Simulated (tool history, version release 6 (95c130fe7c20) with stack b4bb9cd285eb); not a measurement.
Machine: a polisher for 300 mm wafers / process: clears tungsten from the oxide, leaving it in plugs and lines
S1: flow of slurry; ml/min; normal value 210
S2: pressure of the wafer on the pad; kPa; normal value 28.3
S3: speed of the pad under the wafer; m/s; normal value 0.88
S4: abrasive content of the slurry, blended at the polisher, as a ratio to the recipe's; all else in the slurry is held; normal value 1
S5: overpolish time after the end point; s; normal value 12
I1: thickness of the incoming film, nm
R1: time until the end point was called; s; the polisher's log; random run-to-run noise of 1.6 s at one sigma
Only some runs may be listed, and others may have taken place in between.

run    hour   S1    S2    S3    S4  S5     I1     R1
  1       0  210  28.3  0.88     1  12  355.2  103.8
  2      34  210  28.3  0.88     1  12    359  104.3
  3    92.7  210  28.3  0.88     1  12  359.2    108
  4   121.4  210  28.3  0.88     1  12  351.9  105.9
        150  -- slurry tank refilled with fresh slurry and peroxide
  5   165.7  210  24.8  0.88     1  12  356.6  125.6
        219  -- worn pad replaced by a new one
  6   219.5  210  28.3  0.72     1   7  361.4  133.4
  7   265.1  210  28.3  0.88     1  12  356.7  110.6
      360.8  -- slurry blender recalibrated
  8     472  265  28.3  0.88   0.8  12  364.8  111.2
  9   496.4  275  19.3  0.88  0.75   5  366.8  162.6
 10   544.1  210  28.3  0.68     1  12  360.5  139.5
 11   583.1  210  28.3  0.88     1  12  361.7  110.1
      584.9  -- slurry tank refilled with fresh slurry and peroxide
      604.7  -- worn pad replaced by a new one
 12   615.4  235  28.3  0.72     1  12  363.1  130.2
 13   664.3  160  34.5  0.88     1  12  362.2   91.2
 14   734.6  210  28.3  0.88     1  12  358.2  107.8
      767.8  -- head pressure recalibrated
 15   790.5  210  28.3  0.88     1  12  356.3  109.2
      808.5  -- slurry nozzle cleaned
      829.1  -- slurry blender recalibrated
 16     838  265  28.3  0.88   0.9   5  359.5  101.5
 17   864.7  165  28.3  0.88     1   8  353.9  106.3
 18   918.1  165  23.4  0.74     1  12  363.5  160.2
 19   982.4  210  28.3  0.88     1  12  358.9  107.2
      995.8  -- slurry tank refilled with fresh slurry and peroxide
 20  1021.2  210    20  1.12   0.7  12    359  128.2
     1032.4  -- worn pad replaced by a new one
 21  1066.1  255  28.3   1.1     1  12  358.4   82.7
 22  1125.5  160  28.3  1.02   1.1   8  359.1     95
 23  1171.5  210  28.3  0.88     1  12  363.9  113.5
 24  1225.7  175  34.5  0.88  1.25  18    363   88.1

Run 25 is up next; what results do you expect?
     1233.1  -- slurry blender recalibrated
 25  1266.7  210  22.8  0.88  1.2  12  354.9   ?

{"run 25": {"R1": 123.9}}
If the tool had no hidden condition, the same run with the same run-to-run variation would have returned R1 120.2 s.
